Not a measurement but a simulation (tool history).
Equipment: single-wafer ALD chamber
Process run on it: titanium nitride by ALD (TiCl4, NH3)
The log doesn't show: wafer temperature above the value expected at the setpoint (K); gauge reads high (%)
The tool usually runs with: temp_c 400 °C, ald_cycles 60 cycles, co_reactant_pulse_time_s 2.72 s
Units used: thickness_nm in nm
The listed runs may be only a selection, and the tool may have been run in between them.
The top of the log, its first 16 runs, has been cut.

run,hour,temp_c,ald_cycles,co_reactant_pulse_time_s,wafers since the last listed run,hours since the last thermocouple change,hours since the showerhead was replaced,hours since the gauge calibration,"read-back reference wafer on the same gauge, thickness_nm",thickness_nm
# hour 779.7: showerhead replaced
17,867.0,385,60,2.06,941,207.2,87.3,1262.7,1.282,1.335
18,918.9,414,68,2.11,253,259.1,139.2,1314.6,1.280,1.535
19,959.2,385,60,2.06,196,299.4,179.5,1354.9,1.280,1.329
# hour 968.6: gauge calibrated
20,1004.7,400,60,2.72,222,344.9,225.0,36.1,1.308,1.392
21,1065.8,400,51,2.72,298,406.0,286.1,97.2,1.305,1.176
22,1116.6,400,60,2.72,248,456.8,336.9,148.0,1.304,1.388
23,1165.1,389,60,2.72,236,505.3,385.4,196.5,1.304,1.376
24,1235.0,400,60,2.72,341,575.2,455.3,266.4,1.303,1.388
25,1299.9,388,60,1.72,316,640.1,520.2,331.3,1.300,1.342
26,1325.5,400,60,2.72,125,665.7,545.8,356.9,1.301,1.380
27,1357.5,396,53,3.75,156,697.7,577.8,388.9,1.300,1.233
28,1416.1,400,60,1.70,286,756.3,636.4,447.5,1.298,1.359
29,1458.7,400,60,2.25,208,798.9,679.0,490.1,1.299,1.375
30,1506.4,400,60,2.72,232,846.6,726.7,537.8,1.298,1.384

What if the next run were any one of these 3? Each begins from the tool's condition after run 30:
A,1506.9,400,60,2.72,2,847.1,727.2,538.3,?,?
B,1506.9,386,60,2.72,2,847.1,727.2,538.3,?,?
C,1506.9,412,55,3.39,2,847.1,727.2,538.3,?,?

run,"read-back reference wafer on the same gauge, thickness_nm",thickness_nm
A,1.297,1.384
B,1.297,1.369
C,1.297,1.279
Without the tool's unlogged condition, the same runs would have read:
run,thickness_nm
A,1.397
B,1.382
C,1.291
